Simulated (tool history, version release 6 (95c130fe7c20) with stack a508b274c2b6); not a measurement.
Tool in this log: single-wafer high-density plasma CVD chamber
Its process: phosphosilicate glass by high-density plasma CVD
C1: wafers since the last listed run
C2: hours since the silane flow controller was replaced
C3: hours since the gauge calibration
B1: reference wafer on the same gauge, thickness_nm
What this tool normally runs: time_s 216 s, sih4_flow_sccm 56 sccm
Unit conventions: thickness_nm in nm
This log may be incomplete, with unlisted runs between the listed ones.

Run 1, hour 0.0: usual settings; C1 0; C2 3105.7; C3 1182.8; B1 1110.365. Result: thickness_nm 1325.293 nm.
Run 2, hour 84.1: usual settings; C1 699; C2 3189.8; C3 1266.9; B1 1110.890. Result: thickness_nm 1316.705 nm.
Run 3, hour 149.2: usual settings; C1 541; C2 3254.9; C3 1332.0; B1 1110.583. Result: thickness_nm 1322.061 nm.
Run 4, hour 245.9: usual settings; C1 804; C2 3351.6; C3 1428.7; B1 1110.688. Result: thickness_nm 1321.405 nm.
Run 5, hour 339.0: usual settings; C1 774; C2 3444.7; C3 1521.8; B1 1110.380. Result: thickness_nm 1321.757 nm.
Run 6, hour 413.8: usual settings; C1 622; C2 3519.5; C3 1596.6; B1 1110.528. Result: thickness_nm 1321.591 nm.
At hour 420.6: gauge calibrated.
Run 7, hour 450.4: usual settings but time_s 185 s, sih4_flow_sccm 51 sccm; C1 304; C2 3556.1; C3 29.8; B1 1109.954. Result: thickness_nm 1084.804 nm.
Run 8, hour 547.4: usual settings; C1 806; C2 3653.1; C3 126.8; B1 1108.969. Result: thickness_nm 1322.911 nm.
At hour 563.8: silane flow controller replaced.
Run 9, hour 651.5: usual settings; C1 799; C2 87.7; C3 230.9; B1 1110.042. Result: thickness_nm 1290.714 nm.
Run 10, hour 719.0: usual settings but time_s 199 s, sih4_flow_sccm 50 sccm; C1 561; C2 155.2; C3 298.4; B1 1109.178. Result: thickness_nm 1123.847 nm.
Run 11, hour 819.5: usual settings but sih4_flow_sccm 61 sccm; C1 835; C2 255.7; C3 398.9; B1 1110.375. Result: thickness_nm 1355.072 nm.
Run 12, hour 875.4: usual settings but time_s 196 s, sih4_flow_sccm 60 sccm; C1 464; C2 311.6; C3 454.8; B1 1110.559. Result: thickness_nm 1216.274 nm.
Run 13, hour 955.5: usual settings but time_s 188 s, sih4_flow_sccm 47 sccm; C1 666; C2 391.7; C3 534.9; B1 1110.292. Result: thickness_nm 1031.615 nm.
Run 14, hour 1019.2: usual settings but time_s 205 s, sih4_flow_sccm 51 sccm; C1 529; C2 455.4; C3 598.6; B1 1110.511. Result: thickness_nm 1173.968 nm.
Run 15, hour 1126.5: usual settings; C1 892; C2 562.7; C3 705.9; B1 1109.706. Result: thickness_nm 1296.217 nm.
Run 16, hour 1228.1: usual settings; C1 845; C2 664.3; C3 807.5; B1 1110.889. Result: thickness_nm 1298.238 nm.
Run 17, hour 1269.5: usual settings; C1 344; C2 705.7; C3 848.9; B1 1109.471. Result: thickness_nm 1296.466 nm.
Run 18, hour 1331.3: usual settings but time_s 251 s, sih4_flow_sccm 60 sccm; C1 513; C2 767.5; C3 910.7; B1 1110.032. Result: thickness_nm 1564.662 nm.

Difference, measured minus no-hidden-state, one row per run. Run-to-run variation is common to both terms; the gauge's own scatter need not be:
Hidden conditions of the tool in this case: delivered silane flow above the setpoint (%); gauge reads high (%).
run  thickness_nm
  1       +30.718
  2       +31.346
  3       +32.114
  4       +33.050
  5       +33.974
  6       +34.704
  7       +28.781
  8       +36.049
  9        +3.774
 10        +3.877
 11        +5.732
 12        +5.672
 13        +5.451
 14        +6.783
 15        +8.564
 16        +9.595
 17        +9.996
 18       +12.809

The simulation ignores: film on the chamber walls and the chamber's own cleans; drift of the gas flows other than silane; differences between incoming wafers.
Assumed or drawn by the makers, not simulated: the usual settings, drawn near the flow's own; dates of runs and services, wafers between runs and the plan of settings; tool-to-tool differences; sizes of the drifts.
